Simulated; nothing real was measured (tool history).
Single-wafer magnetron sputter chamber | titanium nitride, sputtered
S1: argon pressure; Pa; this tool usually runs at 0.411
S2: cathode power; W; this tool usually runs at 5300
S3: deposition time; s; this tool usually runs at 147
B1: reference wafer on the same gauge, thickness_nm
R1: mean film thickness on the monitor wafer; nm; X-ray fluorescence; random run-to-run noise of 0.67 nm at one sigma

run    hour     S1    S2   S3       B1       R1
  1       0  0.411  5300  147  139.908  141.098
  2    97.1  0.411  5300  147  140.026   142.03
  3   188.5  0.411  5300  147  140.024  142.039
  4   275.1  0.411  5300  147  139.885  141.847
  5   321.8  0.411  5300  147  139.933  142.434
  6   398.2  0.411  5300  147  140.143  142.247
  7   507.6  0.411  4650  147  139.974  125.312
  8   817.5  0.411  5300  147  139.972  141.578
  9   877.9  0.411  5300  147  140.021  143.168
 10   939.2  0.411  4450  135  140.021  110.107
 11  1046.9  0.411  5300  147  139.895   143.04
 12  1084.4  0.411  5300  147  140.001  142.537
 13  1179.4  0.411  5300  147  139.927  141.746
 14  1233.3  0.411  4250  162   139.94  125.744
 15  1280.9  0.277  4000  147  140.063  114.218
 16  1360.4  0.542  6550  165  140.065  185.786
 17  1463.2  0.411  6500  147  139.928  174.666
 18  1541.1  0.458  4700  155  139.978  130.661

Put back what was entered between runs (7 entries, withheld): which listed runs does each sit between, and how does the hidden state differ from the listed run before to the listed run after?
In the gap between runs 3 and 4: sputter target and shields replaced (hour 205)
  nothing in the hidden state changes from one run to the other
In the gap between runs 6 and 7: magnet pack replaced (hour 507.1)
  nothing in the hidden state changes from one run to the other
In the gap between runs 7 and 8: sputter target and shields replaced (hour 568.9); gauge calibrated (hour 628.7)
  nothing in the hidden state changes from one run to the other
In the gap between runs 9 and 10: sputter target and shields replaced (hour 922)
  nothing in the hidden state changes from one run to the other
In the gap between runs 10 and 11: capacitance manometer re-zeroed and calibrated (hour 1006.2)
  nothing in the hidden state changes from one run to the other
In the gap between runs 16 and 17: sputter target and shields replaced (hour 1377.3)
  nothing in the hidden state changes from one run to the other

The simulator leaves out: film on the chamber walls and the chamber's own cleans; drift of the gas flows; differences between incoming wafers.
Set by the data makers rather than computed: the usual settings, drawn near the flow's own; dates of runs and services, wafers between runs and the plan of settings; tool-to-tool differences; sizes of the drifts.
